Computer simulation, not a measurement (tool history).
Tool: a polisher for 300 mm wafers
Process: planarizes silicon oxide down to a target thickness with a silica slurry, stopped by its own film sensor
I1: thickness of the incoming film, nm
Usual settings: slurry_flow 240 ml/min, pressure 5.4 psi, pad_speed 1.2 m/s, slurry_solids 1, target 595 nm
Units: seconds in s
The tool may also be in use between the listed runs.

Run 1, hour 0: usual settings but slurry_flow 265 ml/min; I1 1013.7. Result: seconds 84 s.
Run 2, hour 56.6: usual settings but slurry_flow 265 ml/min; I1 1008.1. Result: seconds 83.5 s.
Run 3, hour 121.9: usual settings but slurry_flow 290 ml/min, pressure 4.2 psi; I1 1017.8. Result: seconds 110.4 s.
Run 4, hour 183.3: usual settings but slurry_flow 290 ml/min, pressure 4.2 psi; I1 1022.9. Result: seconds 113.4 s.
Run 5, hour 290.2: usual settings but pressure 3.8 psi, pad_speed 1.02 m/s; I1 1024.5. Result: seconds 143.6 s.
Run 6, hour 362.6: usual settings but slurry_flow 160 ml/min, pressure 4.6 psi, slurry_solids 1.15; I1 1014.9. Result: seconds 104.7 s.
Run 7, hour 450.1: usual settings but slurry_flow 190 ml/min, pressure 6.5 psi, target 485 nm; I1 1001.8. Result: seconds 98.1 s.
Run 8, hour 518.1: usual settings but slurry_flow 160 ml/min, pad_speed 0.9 m/s, slurry_solids 0.8, target 692 nm; I1 1016.4. Result: seconds 106.8 s.
Run 9, hour 586.8: usual settings but slurry_flow 170 ml/min; I1 1014.9. Result: seconds 97 s.
Run 10, hour 675: usual settings but slurry_flow 185 ml/min, pad_speed 1.62 m/s, slurry_solids 1.15, target 552 nm; I1 1037.9. Result: seconds 84.2 s.
Run 11, hour 712.8: usual settings; I1 1021.3. Result: seconds 93.6 s.
Run 12, hour 770.8: usual settings; I1 1029.2. Result: seconds 96.5 s.
Run 13, hour 845.6: usual settings but slurry_flow 180 ml/min, pad_speed 1.4 m/s; I1 1018.1. Result: seconds 90.3 s.
Run 14, hour 917: usual settings; I1 1021.6. Result: seconds 96.4 s.
Run 15, hour 1021.8: usual settings but slurry_flow 305 ml/min, target 681 nm; I1 1009.2. Result: seconds 69 s.
Run 16, hour 1079.3: usual settings; I1 1039.7. Result: seconds 101.2 s.
Run 17, hour 1176.1: usual settings but slurry_flow 270 ml/min, pressure 6.4 psi, pad_speed 0.86 m/s, target 503 nm; I1 1016.3. Result: seconds 104.6 s.
Run 18, hour 1481.7: usual settings but pad_speed 1.62 m/s, target 664 nm; I1 1014.8. Result: seconds 62.7 s.
Run 19, hour 1535.9: usual settings but slurry_flow 320 ml/min, pad_speed 1.6 m/s, slurry_solids 1.15; I1 1021.9. Result: seconds 69.9 s.
Run 20, hour 1623.5: usual settings but target 469 nm; I1 1017.2. Result: seconds 118.5 s.
Run 21, hour 1693.8: usual settings but slurry_flow 325 ml/min; I1 1021.5. Result: seconds 89.7 s.
Run 22, hour 1793.8: usual settings but slurry_flow 190 ml/min, pressure 3.6 psi, slurry_solids 0.8, target 652 nm; I1 1032.5. Result: seconds 156.3 s.
Run 23, hour 1877.4: usual settings but slurry_solids 1.25; I1 1013.9. Result: seconds 80.6 s.
Run 24, hour 1976.4: usual settings but slurry_flow 265 ml/min, pressure 4.2 psi, pad_speed 1.08 m/s, slurry_solids 0.75; I1 1034.3. Result: seconds 172.9 s.
Run 25, hour 2023.1: usual settings but slurry_flow 300 ml/min, slurry_solids 1.2, target 683 nm; I1 1030.6. Result: seconds 66.8 s.

Taken out of this log: 13 entries between the listed runs. Where each belongs, and how the hidden state differs across it:
Between runs 4 and 5: conditioning disc replaced and pad reconditioned (hour 240.8)
  deviation of the head's pressure from its setpoint, %: -5.66 -> -7.12
  measured less the result without the state, seconds: +6.4 -> +10.2 s
Between runs 5 and 6: worn pad replaced by a new one (hour 342.2)
  deviation of the head's pressure from its setpoint, %: -7.12 -> -7.91
  measured less the result without the state, seconds: +10.2 -> +8.3 s
Between runs 7 and 8: slurry nozzle cleaned (hour 479.9)
  deviation of the head's pressure from its setpoint, %: -8.68 -> -9.16
  measured less the result without the state, seconds: +8.5 -> +9.8 s
Between runs 8 and 9: slurry blender recalibrated (hour 571.3)
  deviation of the head's pressure from its setpoint, %: -9.16 -> -9.58
  measured less the result without the state, seconds: +9.8 -> +9.3 s
Between runs 14 and 15: worn pad replaced by a new one (hour 1002.5)
  deviation of the head's pressure from its setpoint, %: -10.8 -> -11
  measured less the result without the state, seconds: +10.5 -> +7.6 s
Between runs 15 and 16: conditioning disc replaced and pad reconditioned (hour 1049.6)
  deviation of the head's pressure from its setpoint, %: -11 -> -11.1
  measured less the result without the state, seconds: +7.6 -> +11.3 s
Between runs 16 and 17: head pressure recalibrated (hour 1097.2); slurry nozzle cleaned (hour 1141.1)
  deviation of the head's pressure from its setpoint, %: -11.1 -> -2.51
  measured less the result without the state, seconds: +11.3 -> +2.6 s
Between runs 17 and 18: slurry blender recalibrated (hour 1325.7)
  deviation of the head's pressure from its setpoint, %: -2.51 -> -7.75
  measured less the result without the state, seconds: +2.6 -> +4.8 s
Between runs 20 and 21: conditioning disc replaced and pad reconditioned (hour 1693.3)
  deviation of the head's pressure from its setpoint, %: -9.08 -> -9.58
  measured less the result without the state, seconds: +10.8 -> +8.6 s
Between runs 21 and 22: worn pad replaced by a new one (hour 1738.1)
  deviation of the head's pressure from its setpoint, %: -9.58 -> -10.2
  measured less the result without the state, seconds: +8.6 -> +15.9 s
Between runs 22 and 23: slurry nozzle cleaned (hour 1865.2)
  deviation of the head's pressure from its setpoint, %: -10.2 -> -10.5
  measured less the result without the state, seconds: +15.9 -> +8.5 s
Between runs 23 and 24: slurry blender recalibrated (hour 1954.5)
  deviation of the head's pressure from its setpoint, %: -10.5 -> -10.9
  measured less the result without the state, seconds: +8.5 -> +18.9 s
